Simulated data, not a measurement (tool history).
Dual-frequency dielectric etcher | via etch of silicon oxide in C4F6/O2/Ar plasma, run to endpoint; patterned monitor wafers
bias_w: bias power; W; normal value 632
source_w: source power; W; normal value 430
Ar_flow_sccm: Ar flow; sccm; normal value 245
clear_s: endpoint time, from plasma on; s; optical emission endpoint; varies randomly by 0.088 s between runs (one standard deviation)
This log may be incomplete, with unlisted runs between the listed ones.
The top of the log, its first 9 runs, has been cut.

| run | hour | bias_w | source_w | Ar_flow_sccm | wafers since the last listed run | hours since the last wet clean | hours since the last bias power generator calibration | hours since the last source power generator calibration | hours since the last Ar flow controller change | hours since the last upper electrode change | incoming incoming film thickness, nm | clear_s |
|---|---|---|---|---|---|---|---|---|---|---|---|---|
|  | 421.0 | wet clean of the chamber |
| 10 | 421.5 | 632 | 400 | 245 | 346 | 0.5 | 3171.0 | 1640.5 | 3785.7 | 2530.1 | 102.2 | 20.3 |
| 11 | 478.0 | 632 | 400 | 245 | 959 | 57.0 | 3227.5 | 1697.0 | 3842.2 | 2586.6 | 102.5 | 20.3 |
| 12 | 536.7 | 632 | 430 | 245 | 997 | 115.7 | 3286.2 | 1755.7 | 3900.9 | 2645.3 | 102.3 | 20.1 |
| 13 | 592.4 | 632 | 430 | 245 | 946 | 171.4 | 3341.9 | 1811.4 | 3956.6 | 2701.0 | 101.8 | 19.8 |
|  | 630.4 | Ar flow controller replaced |
| 14 | 634.3 | 632 | 430 | 245 | 609 | 213.3 | 3383.8 | 1853.3 | 3.9 | 2742.9 | 100.5 | 19.8 |
| 15 | 705.1 | 552 | 430 | 245 | 1202 | 284.1 | 3454.6 | 1924.1 | 74.7 | 2813.7 | 101.0 | 20.9 |
|  | 756.1 | wet clean of the chamber |
|  | 843.2 | bias power generator calibrated |
| 16 | 847.1 | 632 | 430 | 245 | 1936 | 91.0 | 3.9 | 2066.1 | 216.7 | 2955.7 | 102.5 | 19.7 |
| 17 | 886.7 | 632 | 390 | 245 | 672 | 130.6 | 43.5 | 2105.7 | 256.3 | 2995.3 | 102.0 | 20.5 |
| 18 | 934.1 | 736 | 330 | 206 | 805 | 178.0 | 90.9 | 2153.1 | 303.7 | 3042.7 | 101.0 | 20.1 |
| 19 | 978.2 | 694 | 430 | 245 | 749 | 222.1 | 135.0 | 2197.2 | 347.8 | 3086.8 | 101.7 | 19.4 |
|  | 1011.3 | upper electrode replaced |
| 20 | 1027.8 | 632 | 340 | 207 | 434 | 271.7 | 184.6 | 2246.8 | 397.4 | 16.5 | 101.2 | 21.1 |
| 21 | 1078.4 | 632 | 430 | 245 | 859 | 322.3 | 235.2 | 2297.4 | 448.0 | 67.1 | 100.7 | 19.9 |
|  | 1117.5 | source power generator calibrated |
|  | 1152.5 | wet clean of the chamber |
| 22 | 1153.0 | 519 | 530 | 245 | 791 | 0.5 | 309.8 | 35.5 | 522.6 | 141.7 | 102.0 | 19.3 |
| 23 | 1182.4 | 490 | 380 | 245 | 499 | 29.9 | 339.2 | 64.9 | 552.0 | 171.1 | 102.3 | 22.4 |

For run 24, what comes out?
| 24 | 1207.2 | 779 | 390 | 224 | 421 | 54.7 | 364.0 | 89.7 | 576.8 | 195.9 | 102.1 | ? |

Run 24 yielded clear_s 19.0 s.
With the hidden condition absent and the run-to-run variation left alone, this run would have shown clear_s 18.9 s.
